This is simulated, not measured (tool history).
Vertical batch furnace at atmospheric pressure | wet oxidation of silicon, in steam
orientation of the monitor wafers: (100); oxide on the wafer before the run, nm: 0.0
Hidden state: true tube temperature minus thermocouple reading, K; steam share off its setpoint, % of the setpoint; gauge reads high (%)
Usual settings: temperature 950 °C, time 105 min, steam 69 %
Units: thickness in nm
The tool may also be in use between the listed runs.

run,hour,temperature,time,steam,wafers since the last listed run,hours since the last temperature calibration,hours since the steam generator was serviced,hours since the gauge calibration,"read-back reference wafer on the same gauge, thickness",thickness
1,0,950,105,69,0,2730.2,3077.4,306.2,267.99,306.82
# hour 7.4: gauge calibrated
2,17.1,950,105,69,284,2747.3,3094.5,9.7,267.98,305.88
3,37.7,950,105,69,342,2767.9,3115.1,30.3,268.33,305.09
4,54.2,950,105,69,274,2784.4,3131.6,46.8,268.2,305.39
5,70,950,105,69,262,2800.2,3147.4,62.6,267.68,303.85
6,82.8,959,105,62,212,2813,3160.2,75.4,268.21,305.69
7,90.7,959,105,62,131,2820.9,3168.1,83.3,268.07,306.95
8,111.6,950,105,69,347,2841.8,3189,104.2,267.89,303.41
9,120.1,950,105,69,141,2850.3,3197.5,112.7,267.92,306.45
10,140.8,950,105,64,344,2871,3218.2,133.4,267.81,286.94
11,149.8,950,105,64,149,2880,3227.2,142.4,267.98,289.59
12,170.1,950,105,64,337,2900.3,3247.5,162.7,268.41,289.43
13,191.5,950,105,72,355,2921.7,3268.9,184.1,268.01,317.14
14,205.1,950,105,72,226,2935.3,3282.5,197.7,268.42,315.79
15,227.1,950,105,69,365,2957.3,3304.5,219.7,267.95,304.4
16,240.3,950,105,69,219,2970.5,3317.7,232.9,268.07,304.52
17,251.4,950,143,79,184,2981.6,3328.8,244,268.18,426.61
18,279.3,965,67.5,75,464,3009.5,3356.7,271.9,267.51,265.98
# hour 303.8: gauge calibrated
# hour 314.2: thermocouples replaced and temperature profile calibrated
19,314.7,950,69.5,59,189,0.5,3392.1,10.9,267.92,195.22
20,319.9,928,144,74,86,5.7,3397.3,16.1,268.12,334.64
21,325.1,950,105,65,69,10.9,3402.5,21.3,268.05,291.93
# hour 348.1: steam generator serviced
22,348.6,950,105,69,8,34.4,0.5,44.8,268.24,305.23
23,353.8,941,125.5,69,86,39.6,5.7,50,268.34,321.79
24,359,938,148,76,86,44.8,10.9,55.2,267.69,380.81
25,378.5,931,105,69,324,64.3,30.4,74.7,268.43,256.17
26,386.5,950,105,69,133,72.3,38.4,82.7,267.55,305.26
27,397.7,928,88.5,72,186,83.5,49.6,93.9,268.21,221.61
28,407.9,958,71,78,169,93.7,59.8,104.1,267.84,268.23
29,423.1,930,105,69,252,108.9,75,119.3,268.4,253.67
30,440.1,950,105,69,282,125.9,92,136.3,267.92,305.94
31,454.3,971,105,80,236,140.1,106.2,150.5,268.03,410.53
32,476.3,974,68,69,365,162.1,128.2,172.5,267.88,274.11

Hidden state at the last listed run before each entry between runs and at the first one after, where it differs:
Between runs 1 and 2: gauge calibrated (hour 7.4)
  no hidden state differs between the two runs
Between runs 18 and 19: gauge calibrated (hour 303.8); thermocouples replaced and temperature profile calibrated (hour 314.2)
  no hidden state differs between the two runs
Between runs 21 and 22: steam generator serviced (hour 348.1)
  no hidden state differs between the two runs
